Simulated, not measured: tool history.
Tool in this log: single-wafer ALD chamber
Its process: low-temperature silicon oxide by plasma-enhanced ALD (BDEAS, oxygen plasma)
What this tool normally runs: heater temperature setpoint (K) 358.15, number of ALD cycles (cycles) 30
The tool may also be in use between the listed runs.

run,hour,heater temperature setpoint (K),number of ALD cycles (cycles),"read-back reference wafer on the same gauge, thickness_nm",mean film thickness on the monitor wafer (angstrom)
1,0,358.15,31,4.358,45.52
# hour 21.5: gauge calibrated
2,35.1,358.15,31,4.357,45.54
3,65.5,358.15,31,4.362,45.45
4,79.4,358.15,30,4.362,43.82
5,101.4,358.15,30,4.363,44
6,117.1,358.15,30,4.361,44.01
7,171.5,358.15,30,4.363,44.08
8,195.2,358.15,26,4.357,38.26
9,223.5,358.15,26,4.36,38.22
10,241.8,358.15,26,4.355,38.17
11,259.7,352.15,30,4.361,44.87
12,290.7,352.15,30,4.367,44.83
13,305.2,349.15,32,4.359,48.31
14,325,346.15,25,4.356,37.96
15,350,371.15,30,4.361,42.28
16,369.7,369.15,25,4.361,35.41
# hour 395.3: thermocouple changed; heater temperature recalibrated
17,400.9,358.15,30,4.357,44.09
18,422.7,358.15,30,4.363,44.09
# hour 448.3: gauge calibrated
19,456.1,363.15,30,4.361,43.34
20,481.8,358.15,30,4.361,43.87
21,501.6,350.15,35,4.355,52.71
22,515.8,358.15,33,4.358,48.38
23,538.1,369.15,34,4.361,48.21
24,550.9,358.15,30,4.357,44.34
25,568.8,345.15,26,4.361,39.7

Consider 5 possible next runs. They are alternatives, not a sequence: every one starts from the tool as it was left by run 25. What does each give?
A,569.2,370.15,30,?,?
B,569.2,343.15,26,?,?
C,569.2,348.15,35,?,?
D,569.2,370.15,33,?,?
E,569.2,349.15,26,?,?

run,"read-back reference wafer on the same gauge, thickness_nm",mean film thickness on the monitor wafer (angstrom)
A,4.362,42.67
B,4.362,40.1
C,4.362,53.21
D,4.362,46.94
E,4.362,39.41
What these runs would have given with no unlogged condition in the tool:
run,mean film thickness on the monitor wafer (angstrom)
A,42.67
B,40.1
C,53.21
D,46.94
E,39.41
